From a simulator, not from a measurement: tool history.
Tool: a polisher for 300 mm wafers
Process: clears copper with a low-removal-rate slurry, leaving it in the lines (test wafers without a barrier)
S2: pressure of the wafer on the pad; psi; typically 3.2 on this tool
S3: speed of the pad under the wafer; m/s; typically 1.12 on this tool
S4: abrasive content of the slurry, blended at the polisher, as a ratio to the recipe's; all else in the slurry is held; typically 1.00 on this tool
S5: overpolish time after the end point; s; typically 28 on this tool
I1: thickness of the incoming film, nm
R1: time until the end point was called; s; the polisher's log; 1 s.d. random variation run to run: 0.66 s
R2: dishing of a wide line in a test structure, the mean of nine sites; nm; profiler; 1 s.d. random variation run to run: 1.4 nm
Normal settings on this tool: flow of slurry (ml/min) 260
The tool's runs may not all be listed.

{"run": 1, "hour": 0.0, "flow of slurry (ml/min)": 260, "S2": 3.2, "S3": 1.12, "S4": 1.0, "S5": 24, "I1": 278.4, "R1": 56.0, "R2": 61.2}
{"run": 2, "hour": 31.1, "flow of slurry (ml/min)": 260, "S2": 3.2, "S3": 1.12, "S4": 0.85, "S5": 35, "I1": 278.4, "R1": 57.4, "R2": 74.4}
{"run": 3, "hour": 43.5, "flow of slurry (ml/min)": 260, "S2": 3.2, "S3": 1.12, "S4": 0.85, "S5": 35, "I1": 280.4, "R1": 59.6, "R2": 74.6}
{"run": 4, "hour": 73.8, "flow of slurry (ml/min)": 260, "S2": 3.6, "S3": 1.12, "S4": 1.0, "S5": 28, "I1": 281.4, "R1": 53.4, "R2": 73.0}
{"run": 5, "hour": 86.6, "flow of slurry (ml/min)": 260, "S2": 3.6, "S3": 1.12, "S4": 1.0, "S5": 28, "I1": 283.4, "R1": 55.2, "R2": 67.2}
{"hour": 99.8, "done": "worn pad replaced by a new one"}
{"run": 6, "hour": 107.0, "flow of slurry (ml/min)": 260, "S2": 3.5, "S3": 1.12, "S4": 1.0, "S5": 28, "I1": 275.0, "R1": 49.1, "R2": 72.7}
{"run": 7, "hour": 119.0, "flow of slurry (ml/min)": 260, "S2": 3.2, "S3": 1.12, "S4": 1.0, "S5": 28, "I1": 281.5, "R1": 54.8, "R2": 68.3}
{"hour": 121.2, "done": "slurry blender recalibrated"}
{"run": 8, "hour": 145.6, "flow of slurry (ml/min)": 260, "S2": 3.2, "S3": 1.12, "S4": 1.0, "S5": 28, "I1": 280.1, "R1": 55.0, "R2": 65.2}
{"run": 9, "hour": 167.3, "flow of slurry (ml/min)": 260, "S2": 3.2, "S3": 1.12, "S4": 1.0, "S5": 28, "I1": 284.1, "R1": 56.9, "R2": 67.1}
{"hour": 188.6, "done": "slurry nozzle cleaned"}
{"run": 10, "hour": 195.9, "flow of slurry (ml/min)": 260, "S2": 3.2, "S3": 1.12, "S4": 1.0, "S5": 28, "I1": 280.0, "R1": 57.2, "R2": 62.8}
{"run": 11, "hour": 209.4, "flow of slurry (ml/min)": 260, "S2": 3.2, "S3": 1.12, "S4": 0.85, "S5": 28, "I1": 282.3, "R1": 61.4, "R2": 62.9}
{"hour": 229.3, "done": "head pressure recalibrated"}
{"run": 12, "hour": 235.2, "flow of slurry (ml/min)": 295, "S2": 3.2, "S3": 1.12, "S4": 1.0, "S5": 28, "I1": 280.2, "R1": 69.1, "R2": 59.4}
{"hour": 249.4, "done": "worn pad replaced by a new one"}
{"run": 13, "hour": 260.3, "flow of slurry (ml/min)": 325, "S2": 3.2, "S3": 1.44, "S4": 0.8, "S5": 42, "I1": 278.2, "R1": 48.9, "R2": 94.3}
{"run": 14, "hour": 284.0, "flow of slurry (ml/min)": 260, "S2": 3.2, "S3": 0.98, "S4": 1.0, "S5": 28, "I1": 283.4, "R1": 71.3, "R2": 57.8}
{"run": 15, "hour": 296.2, "flow of slurry (ml/min)": 260, "S2": 3.2, "S3": 1.12, "S4": 1.0, "S5": 22, "I1": 279.8, "R1": 61.7, "R2": 55.2}
{"run": 16, "hour": 323.3, "flow of slurry (ml/min)": 260, "S2": 2.2, "S3": 1.12, "S4": 0.85, "S5": 33, "I1": 278.5, "R1": 93.2, "R2": 50.5}
{"run": 17, "hour": 358.8, "flow of slurry (ml/min)": 195, "S2": 3.2, "S3": 1.44, "S4": 1.0, "S5": 28, "I1": 278.2, "R1": 52.2, "R2": 73.6}
{"run": 18, "hour": 375.0, "flow of slurry (ml/min)": 260, "S2": 3.2, "S3": 1.12, "S4": 1.0, "S5": 28, "I1": 277.7, "R1": 67.4, "R2": 59.0}
{"run": 19, "hour": 388.1, "flow of slurry (ml/min)": 260, "S2": 3.2, "S3": 1.12, "S4": 1.0, "S5": 28, "I1": 280.3, "R1": 69.0, "R2": 59.9}
{"hour": 398.9, "done": "worn pad replaced by a new one"}
{"run": 20, "hour": 407.0, "flow of slurry (ml/min)": 260, "S2": 3.2, "S3": 1.44, "S4": 1.0, "S5": 28, "I1": 278.1, "R1": 45.2, "R2": 78.0}
{"run": 21, "hour": 419.7, "flow of slurry (ml/min)": 260, "S2": 3.2, "S3": 1.12, "S4": 1.25, "S5": 28, "I1": 282.1, "R1": 55.7, "R2": 68.8}
{"run": 22, "hour": 441.4, "flow of slurry (ml/min)": 260, "S2": 3.2, "S3": 1.12, "S4": 1.0, "S5": 28, "I1": 280.9, "R1": 58.9, "R2": 65.1}
{"run": 23, "hour": 455.7, "flow of slurry (ml/min)": 330, "S2": 3.2, "S3": 1.26, "S4": 1.0, "S5": 28, "I1": 280.0, "R1": 51.8, "R2": 71.2}
{"run": 24, "hour": 490.1, "flow of slurry (ml/min)": 260, "S2": 2.2, "S3": 1.12, "S4": 1.0, "S5": 28, "I1": 282.1, "R1": 87.2, "R2": 48.2}
{"hour": 509.8, "done": "slurry blender recalibrated"}
{"run": 25, "hour": 512.1, "flow of slurry (ml/min)": 260, "S2": 3.2, "S3": 1.12, "S4": 1.15, "S5": 28, "I1": 277.9, "R1": 61.3, "R2": 65.6}
{"run": 26, "hour": 524.4, "flow of slurry (ml/min)": 260, "S2": 3.2, "S3": 1.12, "S4": 1.0, "S5": 28, "I1": 277.6, "R1": 63.5, "R2": 62.9}
{"hour": 541.6, "done": "worn pad replaced by a new one"}
{"run": 27, "hour": 545.8, "flow of slurry (ml/min)": 260, "S2": 3.2, "S3": 1.12, "S4": 1.0, "S5": 28, "I1": 277.8, "R1": 58.1, "R2": 66.1}

Below are 5 alternative next runs, each starting from the tool's condition after run 27. Predict each:
{"run": "A", "hour": 546.3, "flow of slurry (ml/min)": 260, "S2": 3.2, "S3": 1.12, "S4": 1.0, "S5": 11, "I1": 274.0, "R1": "?", "R2": "?"}
{"run": "B", "hour": 546.3, "flow of slurry (ml/min)": 260, "S2": 3.2, "S3": 1.48, "S4": 0.8, "S5": 28, "I1": 274.0, "R1": "?", "R2": "?"}
{"run": "C", "hour": 546.3, "flow of slurry (ml/min)": 320, "S2": 3.2, "S3": 0.76, "S4": 1.1, "S5": 28, "I1": 274.0, "R1": "?", "R2": "?"}
{"run": "D", "hour": 546.3, "flow of slurry (ml/min)": 205, "S2": 3.5, "S3": 1.38, "S4": 1.0, "S5": 28, "I1": 274.0, "R1": "?", "R2": "?"}
{"run": "E", "hour": 546.3, "flow of slurry (ml/min)": 260, "S2": 3.2, "S3": 1.12, "S4": 1.0, "S5": 15, "I1": 274.0, "R1": "?", "R2": "?"}

run=A R1=56.3 R2=34.7
run=B R1=44.6 R2=80.0
run=C R1=79.7 R2=55.0
run=D R1=42.9 R2=82.3
run=E R1=56.3 R2=44.6
With the hidden condition removed and each run's random variation left untouched, the same runs would have given:
run=A R1=58.4 R2=33.6
run=B R1=46.2 R2=77.9
run=C R1=82.7 R2=53.4
run=D R1=44.5 R2=80.3
run=E R1=58.4 R2=43.3
